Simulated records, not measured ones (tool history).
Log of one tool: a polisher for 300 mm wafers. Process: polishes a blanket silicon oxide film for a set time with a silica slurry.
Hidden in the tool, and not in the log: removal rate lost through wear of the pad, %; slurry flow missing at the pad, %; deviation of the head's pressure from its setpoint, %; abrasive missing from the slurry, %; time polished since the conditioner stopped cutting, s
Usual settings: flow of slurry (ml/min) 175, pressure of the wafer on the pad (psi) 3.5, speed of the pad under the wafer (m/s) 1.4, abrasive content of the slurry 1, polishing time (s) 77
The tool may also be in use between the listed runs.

run	day	flow of slurry (ml/min)	pressure of the wafer on the pad (psi)	speed of the pad under the wafer (m/s)	abrasive content of the slurry	polishing time (s)	wafers since the last listed run	wafers polished on this pad	hours since the slurry nozzle was cleaned	hours since the head pressure was calibrated	hours since the slurry blender was calibrated	hours since the conditioning disc was replaced	incoming thickness of the incoming film, nm	film removed (Å)
1	0	175	3.5	1.52	1	77	0	1298	366.2	702.1	322.2	17.6	729.8	2333
# day 0.025: worn pad replaced by a new one
2	0.321	150	3.5	1.4	1	95	57	57	373.9	709.8	329.9	25.3	733	2637
3	0.992	175	3.5	1.4	1	77	130	187	390	725.9	346	41.4	725.5	2207
4	1.683	175	3.5	1.4	1	77	134	322	406.6	742.5	362.6	58	736.5	2204
5	2.125	175	3.5	1.4	1	77	85	408	417.2	753.1	373.2	68.6	734	2193
6	2.804	175	3.5	1.4	1	77	132	540	433.5	769.4	389.5	84.9	728.2	2173
7	3.083	175	3.5	1.4	1	77	54	594	440.2	776.1	396.2	91.6	732.3	2167
8	3.467	175	3.5	1.4	1	77	74	668	449.4	785.3	405.4	100.8	732.8	2145
# day 3.775: slurry nozzle cleaned
9	3.992	175	3.5	1.4	1	77	93	762	5.2	797.9	418	113.4	732.4	2182
# day 4.421: conditioning disc replaced and pad reconditioned
10	4.7	175	3.5	1.4	1	77	121	884	22.2	814.9	435	6.7	727.9	2183
11	5.292	175	3.5	1.4	1	77	115	999	36.4	829.1	449.2	20.9	739.6	2172
12	5.879	175	3.5	1.4	1.1	77	114	1113	50.5	843.2	463.3	35	729.1	2253
# day 6.15: slurry blender recalibrated
13	6.321	175	4.2	1.4	0.9	77	69	1183	61.1	853.8	4.1	45.6	732	2491
14	6.738	175	3.5	1.4	1	77	81	1264	71.1	863.8	14.1	55.6	729.1	2156
# day 6.833: head pressure recalibrated
# day 7.15: worn pad replaced by a new one
15	7.171	175	2.9	1.12	1	67	35	4	81.5	8.1	24.5	66	741.9	1311
16	7.475	175	3.5	0.96	1	67	59	63	88.8	15.4	31.8	73.3	720.1	1395
17	7.996	150	4.5	1.4	0.9	61	101	164	101.3	27.9	44.3	85.8	726.5	2075
18	8.617	175	4.2	1.4	0.9	77	120	285	116.2	42.8	59.2	100.7	719	2485
19	8.979	160	3.5	0.98	1	53	70	355	124.9	51.5	67.9	109.4	738	1110
20	9.671	175	3.5	1.4	1	77	134	490	141.5	68.1	84.5	126	732	2164

Forecast each of these 5 alternatives for the next run:
A	9.688	175	3.5	1.4	0.85	77	3	493	141.9	68.5	84.9	126.4	729.7	?
B	9.688	145	3.5	1.4	1.2	94	3	493	141.9	68.5	84.9	126.4	729.7	?
C	9.688	175	2.7	1.4	1.1	77	3	493	141.9	68.5	84.9	126.4	729.7	?
D	9.688	210	2.5	1.54	1.25	77	3	493	141.9	68.5	84.9	126.4	729.7	?
E	9.688	175	3.5	1.74	1	88	3	493	141.9	68.5	84.9	126.4	729.7	?

run	film removed (Å)
A	2028
B	2832
C	1773
D	1916
E	2991
Without the tool's hidden state the same runs would have given:
run	film removed (Å)
A	2028
B	2832
C	1773
D	1916
E	2991
